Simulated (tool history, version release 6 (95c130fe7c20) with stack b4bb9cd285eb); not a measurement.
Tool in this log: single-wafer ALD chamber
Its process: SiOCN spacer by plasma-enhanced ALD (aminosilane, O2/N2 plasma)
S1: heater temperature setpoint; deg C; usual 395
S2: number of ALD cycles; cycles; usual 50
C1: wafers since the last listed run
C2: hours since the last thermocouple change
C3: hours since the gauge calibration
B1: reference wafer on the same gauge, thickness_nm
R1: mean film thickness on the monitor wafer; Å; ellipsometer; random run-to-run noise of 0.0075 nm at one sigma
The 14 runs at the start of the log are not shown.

run 15 hour=195.8 | S1=404 S2=46 | C1=91 C2=20 C3=132.2 | B1=2.572 | R1=26.93
run 16 hour=207.7 | S1=395 S2=44 | C1=68 C2=31.9 C3=144.1 | B1=2.57 | R1=26.14
run 17 hour=223.8 | S1=395 S2=44 | C1=92 C2=48 C3=160.2 | B1=2.568 | R1=26.15
run 18 hour=233 | S1=395 S2=50 | C1=53 C2=57.2 C3=169.4 | B1=2.567 | R1=29.75
run 19 hour=241.8 | S1=402 S2=47 | C1=50 C2=66 C3=178.2 | B1=2.569 | R1=27.84
run 20 hour=257.3 | S1=401 S2=54 | C1=89 C2=81.5 C3=193.7 | B1=2.571 | R1=32.08
run 21 hour=269.1 | S1=404 S2=46 | C1=68 C2=93.3 C3=205.5 | B1=2.571 | R1=26.98
run 22 hour=276.6 | S1=395 S2=41 | C1=43 C2=100.8 C3=213 | B1=2.569 | R1=24.5
run 23 hour=289.9 | S1=402 S2=60 | C1=76 C2=114.1 C3=226.3 | B1=2.571 | R1=35.68
run 24 hour=306.5 | S1=395 S2=50 | C1=95 C2=130.7 C3=242.9 | B1=2.571 | R1=29.8
run 25 hour=316.9 | S1=395 S2=50 | C1=59 C2=141.1 C3=253.3 | B1=2.57 | R1=29.77
run 26 hour=326 | S1=391 S2=57 | C1=52 C2=150.2 C3=262.4 | B1=2.572 | R1=34.06
run 27 hour=333.2 | S1=391 S2=55 | C1=41 C2=157.4 C3=269.6 | B1=2.567 | R1=32.79
-- hour=339.3 gauge calibrated
run 28 hour=342.7 | S1=409 S2=50 | C1=54 C2=166.9 C3=3.4 | B1=2.57 | R1=28.99
run 29 hour=358.3 | S1=389 S2=58 | C1=89 C2=182.5 C3=19 | B1=2.569 | R1=34.52
run 30 hour=365.2 | S1=387 S2=46 | C1=39 C2=189.4 C3=25.9 | B1=2.571 | R1=27.48
run 31 hour=382 | S1=385 S2=44 | C1=96 C2=206.2 C3=42.7 | B1=2.57 | R1=26.25
run 32 hour=394 | S1=395 S2=45 | C1=69 C2=218.2 C3=54.7 | B1=2.569 | R1=26.78
run 33 hour=401.8 | S1=410 S2=44 | C1=44 C2=226 C3=62.5 | B1=2.571 | R1=25.37
run 34 hour=412.9 | S1=385 S2=57 | C1=64 C2=237.1 C3=73.6 | B1=2.57 | R1=34.07
run 35 hour=422.7 | S1=395 S2=50 | C1=56 C2=246.9 C3=83.4 | B1=2.57 | R1=29.77
run 36 hour=433.2 | S1=390 S2=59 | C1=60 C2=257.4 C3=93.9 | B1=2.57 | R1=35.28

5 ways to go on from here, each from the tool as it stands after run 36. What would each give?
run A hour=433.7 | S1=395 S2=55 | C1=2 C2=257.9 C3=94.4 | B1=? | R1=?
run B hour=433.7 | S1=384 S2=47 | C1=2 C2=257.9 C3=94.4 | B1=? | R1=?
run C hour=433.7 | S1=406 S2=50 | C1=2 C2=257.9 C3=94.4 | B1=? | R1=?
run D hour=433.7 | S1=384 S2=55 | C1=2 C2=257.9 C3=94.4 | B1=? | R1=?
run E hour=433.7 | S1=401 S2=43 | C1=2 C2=257.9 C3=94.4 | B1=? | R1=?

run=A B1=2.569 R1=32.92
run=B B1=2.569 R1=28.13
run=C B1=2.569 R1=29.35
run=D B1=2.569 R1=32.92
run=E B1=2.569 R1=25.64
Stripped of hidden state, with their random variation kept, the same runs would have yielded:
run=A R1=32.92
run=B R1=28.13
run=C R1=29.35
run=D R1=32.92
run=E R1=25.64
